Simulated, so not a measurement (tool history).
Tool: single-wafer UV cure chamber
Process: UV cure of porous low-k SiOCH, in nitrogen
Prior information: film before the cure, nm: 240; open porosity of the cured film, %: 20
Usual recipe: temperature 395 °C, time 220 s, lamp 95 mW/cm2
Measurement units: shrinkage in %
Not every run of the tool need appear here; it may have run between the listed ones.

run,hour,temperature,time,lamp,shrinkage
1,0.0,395,275,95,12.639
2,29.6,395,220,95,11.186
3,101.9,385,220,95,10.914
4,126.6,385,220,95,10.725
5,160.1,385,220,95,10.448
6,177.6,395,220,95,11.010
# hour 185.7: UV bulbs replaced
7,201.3,395,220,95,11.214
8,226.3,395,220,95,10.730
9,258.9,395,220,95,10.850
10,286.6,395,265,95,11.657
11,323.2,386,275,64,9.662
12,353.6,395,220,95,10.626
13,386.3,395,220,95,10.143
# hour 395.5: quartz window cleaned
14,411.6,378,310,70,11.056
15,424.9,395,220,95,11.440
16,448.8,378,280,95,12.058
17,481.8,383,130,59,6.582
18,516.7,395,220,95,11.241
19,551.4,407,105,79,7.531
20,571.5,383,220,95,10.910

Predict each of these 4 candidate next runs independently; none follows another, all start after run 20:
A,572.0,395,270,95,?
B,572.0,389,220,74,?
C,572.0,395,130,118,?
D,572.0,395,220,128,?

run,shrinkage
A,11.897
B,9.786
C,9.633
D,12.322
With no hidden state in the tool, these same runs would have given:
run,shrinkage
A,12.342
B,10.208
C,10.053
D,12.772
